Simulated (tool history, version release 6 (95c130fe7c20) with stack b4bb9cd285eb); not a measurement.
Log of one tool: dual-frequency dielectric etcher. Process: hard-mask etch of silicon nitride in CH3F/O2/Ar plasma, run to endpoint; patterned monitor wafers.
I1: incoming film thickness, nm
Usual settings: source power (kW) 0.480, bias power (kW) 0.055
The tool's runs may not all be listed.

Run 1, hour 0.0: usual settings; I1 37.88. Result: endpoint time (s) 54.8.
At hour 14.7: wet clean of the chamber.
Run 2, hour 26.8: usual settings but source power (kW) 0.510, bias power (kW) 0.051; I1 38.53. Result: endpoint time (s) 52.0.
Run 3, hour 49.1: usual settings but source power (kW) 0.510, bias power (kW) 0.051; I1 37.88. Result: endpoint time (s) 50.8.
Run 4, hour 64.0: usual settings; I1 37.88. Result: endpoint time (s) 51.5.
Run 5, hour 94.5: usual settings; I1 38.61. Result: endpoint time (s) 53.9.
Run 6, hour 128.2: usual settings; I1 38.08. Result: endpoint time (s) 52.4.
Run 7, hour 140.5: usual settings; I1 38.02. Result: endpoint time (s) 52.5.
Run 8, hour 175.4: usual settings; I1 38.32. Result: endpoint time (s) 53.1.
Run 9, hour 189.8: usual settings; I1 38.32. Result: endpoint time (s) 53.0.
Run 10, hour 266.7: usual settings; I1 37.82. Result: endpoint time (s) 53.3.
Run 11, hour 290.3: usual settings; I1 38.45. Result: endpoint time (s) 53.7.
At hour 299.4: source power generator calibrated.
Run 12, hour 325.8: usual settings but source power (kW) 0.570; I1 37.99. Result: endpoint time (s) 48.4.
At hour 362.0: wet clean of the chamber.
Run 13, hour 362.5: usual settings but source power (kW) 0.570; I1 37.67. Result: endpoint time (s) 47.4.
Run 14, hour 389.4: usual settings but bias power (kW) 0.045; I1 38.24. Result: endpoint time (s) 55.6.
Run 15, hour 401.6: usual settings but source power (kW) 0.560; I1 38.29. Result: endpoint time (s) 49.1.
At hour 417.9: bias power generator calibrated.
Run 16, hour 454.0: usual settings but source power (kW) 0.560; I1 38.19. Result: endpoint time (s) 48.0.
Run 17, hour 474.6: usual settings; I1 38.40. Result: endpoint time (s) 53.6.
Run 18, hour 505.9: usual settings but bias power (kW) 0.049; I1 38.36. Result: endpoint time (s) 54.8.
Run 19, hour 528.2: usual settings but source power (kW) 0.380, bias power (kW) 0.044; I1 37.57. Result: endpoint time (s) 64.4.
Run 20, hour 550.9: usual settings but bias power (kW) 0.041; I1 38.21. Result: endpoint time (s) 58.3.
Run 21, hour 569.7: usual settings but source power (kW) 0.560, bias power (kW) 0.068; I1 38.36. Result: endpoint time (s) 46.1.
At hour 625.6: upper electrode replaced.
Run 22, hour 626.1: usual settings but source power (kW) 0.540, bias power (kW) 0.068; I1 38.02. Result: endpoint time (s) 46.8.
Run 23, hour 626.4: usual settings but source power (kW) 0.520, bias power (kW) 0.062; I1 38.37. Result: endpoint time (s) 50.1.
Run 24, hour 633.3: usual settings but source power (kW) 0.510, bias power (kW) 0.051; I1 38.27. Result: endpoint time (s) 53.6.
Run 25, hour 660.0: usual settings but source power (kW) 0.560, bias power (kW) 0.047; I1 38.09. Result: endpoint time (s) 51.8.
Run 26, hour 690.4: usual settings; I1 38.16. Result: endpoint time (s) 54.2.
At hour 753.8: wet clean of the chamber.
Run 27, hour 771.2: usual settings but source power (kW) 0.380, bias power (kW) 0.066; I1 37.84. Result: endpoint time (s) 56.4.
Run 28, hour 804.7: usual settings but source power (kW) 0.370, bias power (kW) 0.060; I1 38.29. Result: endpoint time (s) 58.8.
Run 29, hour 830.8: usual settings but source power (kW) 0.530, bias power (kW) 0.067; I1 38.11. Result: endpoint time (s) 46.0.
Run 30, hour 852.1: usual settings but source power (kW) 0.550, bias power (kW) 0.046; I1 37.93. Result: endpoint time (s) 50.4.
Run 31, hour 867.8: usual settings but source power (kW) 0.390, bias power (kW) 0.047; I1 37.97. Result: endpoint time (s) 61.4.
Run 32, hour 898.7: usual settings but source power (kW) 0.580; I1 38.43. Result: endpoint time (s) 47.5.

3 ways to go on from here, each from the tool as it stands after run 32. What would each give?
Run A, hour 899.1: usual settings but bias power (kW) 0.048; I1 38.13. Result: endpoint time (s) ?.
Run B, hour 899.1: usual settings but source power (kW) 0.360; I1 38.13. Result: endpoint time (s) ?.
Run C, hour 899.1: usual settings but source power (kW) 0.510, bias power (kW) 0.043; I1 38.13. Result: endpoint time (s) ?.

run  endpoint time (s)
  A               54.8
  B               62.7
  C               54.6
Without the tool's hidden state the same runs would have given:
run  endpoint time (s)
  A               54.2
  B               62.1
  C               54.0
